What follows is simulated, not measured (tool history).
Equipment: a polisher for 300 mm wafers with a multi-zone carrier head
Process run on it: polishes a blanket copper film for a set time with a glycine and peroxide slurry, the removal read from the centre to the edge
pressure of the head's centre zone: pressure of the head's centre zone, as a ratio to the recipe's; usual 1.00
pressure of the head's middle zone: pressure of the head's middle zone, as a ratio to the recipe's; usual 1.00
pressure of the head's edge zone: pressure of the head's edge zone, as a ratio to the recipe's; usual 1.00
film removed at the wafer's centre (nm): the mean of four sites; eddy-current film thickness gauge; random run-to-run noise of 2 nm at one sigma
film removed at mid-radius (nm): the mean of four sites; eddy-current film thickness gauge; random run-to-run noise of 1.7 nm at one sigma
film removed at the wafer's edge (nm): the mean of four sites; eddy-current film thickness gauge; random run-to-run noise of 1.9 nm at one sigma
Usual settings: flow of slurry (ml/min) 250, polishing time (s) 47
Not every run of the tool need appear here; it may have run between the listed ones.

run    hour  flow of slurry (ml/min)  pressure of the head's centre zone  pressure of the head's middle zone  pressure of the head's edge zone  polishing time (s)  wafers since the last listed run  wafers polished on this pad  hours since the slurry nozzle was cleaned  hours since the centre zone pressure was calibrated  hours since the edge zone pressure was calibrated  hours since the carrier head's membrane was replaced  incoming thickness of the incoming film, nm  film removed at the wafer's centre (nm)  film removed at mid-radius (nm)  film removed at the wafer's edge (nm)
  1     0.0                      250                                1.00                                0.95                              1.00                  47                                 0                         2743                                      128.9                                                289.3                                              581.1                                                 708.1                                       1582.2                                    174.9                            169.9                                  173.7
  2    48.8                      250                                1.00                                0.95                              1.00                  47                               767                         3511                                      177.7                                                338.1                                              629.9                                                 756.9                                       1574.8                                    175.3                            168.1                                  174.9
  3   107.3                      250                                1.00                                0.95                              1.00                  47                               920                         4432                                      236.2                                                396.6                                              688.4                                                 815.4                                       1571.9                                    173.2                            170.6                                  174.3
      150.3  -- worn pad replaced by a new one
      199.1  -- slurry nozzle cleaned
  4   201.7                      250                                1.00                                1.00                              1.00                  53                              1406                          792                                        2.6                                                491.0                                              782.8                                                 909.8                                       1544.7                                    197.2                            203.3                                  192.6
  5   381.9                      250                                1.00                                1.00                              1.00                  53                              2835                         3628                                      182.8                                                671.2                                              963.0                                                1090.0                                       1558.6                                    195.6                            199.8                                  197.1
  6   432.4                      250                                1.00                                1.00                              1.00                  53                               794                         4422                                      233.3                                                721.7                                             1013.5                                                1140.5                                       1539.3                                    194.2                            198.2                                  196.7
  7   473.6                      250                                1.00                                1.00                              1.00                  47                               648                         5070                                      274.5                                                762.9                                             1054.7                                                1181.7                                       1541.4                                    168.1                            177.4                                  173.8
      478.9  -- slurry nozzle cleaned
      489.6  -- worn pad replaced by a new one
      514.6  -- carrier head's membrane replaced by a new one
  8   543.9                      250                                1.00                                1.00                              1.00                  47                               948                          776                                       65.0                                                833.2                                             1125.0                                                  29.3                                       1545.6                                    169.5                            177.8                                  175.7
  9   634.6                      250                                1.00                                1.00                              1.00                  47                              1427                         2203                                      155.7                                                923.9                                             1215.7                                                 120.0                                       1565.0                                    168.8                            179.7                                  175.5
 10   715.8                      250                                1.00                                1.00                              1.00                  47                              1277                         3480                                      236.9                                               1005.1                                             1296.9                                                 201.2                                       1529.5                                    170.2                            177.6                                  175.0
      767.0  -- slurry nozzle cleaned
      783.5  -- worn pad replaced by a new one
 11   821.1                      320                                1.00                                0.90                              1.08                  47                              1578                          592                                       54.1                                               1110.4                                             1402.2                                                 306.5                                       1561.8                                    169.0                            166.2                                  183.9
      887.8  -- edge zone pressure recalibrated
 12   905.5                      250                                1.00                                1.00                              1.00                  47                              1296                         1888                                      138.5                                               1194.8                                               17.7                                                 390.9                                       1543.0                                    165.4                            176.5                                  175.2
 13   969.2                      250                                1.00                                1.00                              1.00                  47                              1002                         2890                                      202.2                                               1258.5                                               81.4                                                 454.6                                       1561.3                                    166.2                            174.6                                  174.8
 14  1008.6                      250                                1.11                                1.00                              1.07                  42                               619                         3510                                      241.6                                               1297.9                                              120.8                                                 494.0                                       1545.9                                    164.0                            157.3                                  161.4
     1086.5  -- worn pad replaced by a new one, of another model than before
     1115.6  -- slurry nozzle cleaned
     1133.6  -- centre zone pressure recalibrated
 15  1283.5                      285                                1.00                                1.07                              1.00                  47                              4215                         3052                                      167.9                                                149.9                                              395.7                                                 768.9                                       1582.7                                    176.3                            187.3                                  178.0
     1355.3  -- worn pad replaced by a new one
 16  1388.6                      250                                0.94                                1.00                              1.11                  61                              1590                          523                                      273.0                                                255.0                                              500.8                                                 874.0                                       1558.0                                    212.4                            227.2                                  234.6
     1443.5  -- slurry nozzle cleaned
 17  1461.0                      305                                1.05                                1.00                              0.93                  47                              1123                         1647                                       17.5                                                327.4                                              573.2                                                 946.4                                       1561.8                                    186.2                            178.5                                  171.9
 18  1499.9                      250                                1.00                                1.00                              1.00                  47                               612                         2259                                       56.4                                                366.3                                              612.1                                                 985.3                                       1556.8                                    171.3                            175.7                                  176.3
 19  1565.2                      325                                1.08                                1.05                              1.00                  34                              1027                         3286                                      121.7                                                431.6                                              677.4                                                1050.6                                       1547.5                                    137.6                            137.6                                  127.3

4 ways to go on from here, each from the tool as it stands after run 19. What would each give?
  A  1565.6                      250                                1.00                                1.00                              1.00                  47                                 6                         3292                                      122.1                                                432.0                                              677.8                                                1051.0                                       1553.4                                        ?                                ?                                      ?
  B  1565.6                      250                                0.92                                1.00                              1.00                  47                                 6                         3292                                      122.1                                                432.0                                              677.8                                                1051.0                                       1553.4                                        ?                                ?                                      ?
  C  1565.6                      250                                0.91                                1.11                              1.00                  47                                 6                         3292                                      122.1                                                432.0                                              677.8                                                1051.0                                       1553.4                                        ?                                ?                                      ?
  D  1565.6                      250                                1.07                                1.07                              1.00                  36                                 6                         3292                                      122.1                                                432.0                                              677.8                                                1051.0                                       1553.4                                        ?                                ?                                      ?

run  film removed at the wafer's centre (nm)  film removed at mid-radius (nm)  film removed at the wafer's edge (nm)
  A                                    169.9                            177.4                                  174.2
  B                                    156.2                            177.5                                  174.2
  C                                    154.6                            194.0                                  173.9
  D                                    139.5                            143.9                                  133.3
Without the tool's unlogged condition, the same runs would have read:
run  film removed at the wafer's centre (nm)  film removed at mid-radius (nm)  film removed at the wafer's edge (nm)
  A                                    178.5                            177.4                                  174.2
  B                                    164.1                            177.5                                  174.2
  C                                    162.4                            194.0                                  173.9
  D                                    146.4                            143.8                                  133.3
